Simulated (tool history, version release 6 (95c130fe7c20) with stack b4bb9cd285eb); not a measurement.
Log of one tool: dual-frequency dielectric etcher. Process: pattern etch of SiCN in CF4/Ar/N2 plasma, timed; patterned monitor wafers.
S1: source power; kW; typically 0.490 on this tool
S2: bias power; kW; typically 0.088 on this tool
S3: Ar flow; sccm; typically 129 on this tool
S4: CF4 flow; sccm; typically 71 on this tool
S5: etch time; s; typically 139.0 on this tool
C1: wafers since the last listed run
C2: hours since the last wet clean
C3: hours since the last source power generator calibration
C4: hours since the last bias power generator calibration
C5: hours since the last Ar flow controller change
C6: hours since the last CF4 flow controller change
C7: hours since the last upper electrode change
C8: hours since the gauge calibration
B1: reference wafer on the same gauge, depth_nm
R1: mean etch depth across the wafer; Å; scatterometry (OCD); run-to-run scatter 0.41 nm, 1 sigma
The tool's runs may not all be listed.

run     day     S1     S2   S3  S4     S5   C1     C2      C3      C4      C5      C6      C7      C8     B1    R1
  1   0.000  0.410  0.088  129  71  166.5    0  241.5   446.3   687.8  1430.7  4908.2   547.5  1958.4  161.1  1399
  2   1.604  0.580  0.071  141  71  139.0  286  280.0   484.8   726.3  1469.2  4946.7   586.0  1996.9  161.1  1443
  3   3.767  0.540  0.088  105  71  171.0  386  331.9   536.7   778.2  1521.1  4998.6   637.9  2048.8  160.9  1918
  4   5.792  0.380  0.088  138  71  139.0  362  380.5   585.3   826.8  1569.7  5047.2   686.5  2097.4  161.1  1070
  5   9.604  0.490  0.088  129  71  139.0  681  472.0   676.8   918.3  1661.2  5138.7   778.0  2188.9  161.0  1375
  6  11.858  0.490  0.088  129  81  122.0  403  526.1   730.9   972.4  1715.3  5192.8   832.1  2243.0  160.9  1233
     13.138  -- gauge calibrated
     14.821  -- CF4 flow controller replaced
  7  15.338  0.490  0.066  111  88  109.0  577  609.6   814.4  1055.9  1798.8    12.4   915.6    52.8  161.1  1041
     17.154  -- wet clean of the chamber
  8  19.325  0.430  0.088  129  82  139.0  534   52.1   910.1  1151.6  1894.5   108.1  1011.3   148.5  161.1  1254
  9  21.983  0.440  0.088  140  63  139.0  475  115.9   973.9  1215.4  1958.3   171.9  1075.1   212.3  161.0  1200
     22.571  -- Ar flow controller replaced
 10  25.417  0.490  0.088  129  83  139.0  569  198.3  1056.3  1297.8    68.3   254.3  1157.5   294.7  161.3  1417
 11  28.154  0.490  0.088  129  61  139.0  489  264.0  1122.0  1363.5   134.0   320.0  1223.2   360.4  161.0  1332
 12  30.650  0.490  0.088  129  71  139.0  446  323.9  1181.9  1423.4   193.9   379.9  1283.1   420.3  161.2  1373
 13  34.912  0.490  0.071  129  71  139.0  762  426.2  1284.2  1525.7   296.2   482.2  1385.4   522.6  161.1  1262
 14  36.771  0.490  0.088  129  85  100.0  332  470.8  1328.8  1570.3   340.8   526.8  1430.0   567.2  160.9  1012
 15  38.529  0.490  0.088  129  71  116.0  314  513.0  1371.0  1612.5   383.0   569.0  1472.2   609.4  160.9  1147
 16  42.692  0.490  0.088  129  67  110.0  744  612.9  1470.9  1712.4   482.9   668.9  1572.1   709.3  161.0  1079
 17  44.558  0.490  0.088  129  71  139.0  333  657.7  1515.7  1757.2   527.7   713.7  1616.9   754.1  161.0  1373
     47.262  -- wet clean of the chamber
 18  47.312  0.440  0.088  147  79  139.0  313    1.2  1581.8  1823.3   593.8   779.8  1683.0   820.2  160.9  1241
 19  51.475  0.490  0.088  129  78  139.0  744  101.1  1681.7  1923.2   693.7   879.7  1782.9   920.1  161.3  1398
 20  53.612  0.490  0.078  141  71  139.0  382  152.4  1733.0  1974.5   745.0   931.0  1834.2   971.4  160.9  1289
 21  56.217  0.490  0.088  129  81  122.0  465  214.9  1795.5  2037.0   807.5   993.5  1896.7  1033.9  161.0  1233
 22  60.262  0.490  0.088  129  71  139.0  723  312.0  1892.6  2134.1   904.6  1090.6  1993.8  1131.0  161.1  1367

Hidden condition of the tool, last listed run before each entry between runs versus first listed run after:
From run 6 to run 7: gauge calibrated (day 13.138); CF4 flow controller replaced (day 14.821)
  nothing in the hidden state changes from one run to the other
From run 7 to run 8: wet clean of the chamber (day 17.154)
  nothing in the hidden state changes from one run to the other
From run 9 to run 10: Ar flow controller replaced (day 22.571)
  nothing in the hidden state changes from one run to the other
From run 17 to run 18: wet clean of the chamber (day 47.262)
  nothing in the hidden state changes from one run to the other
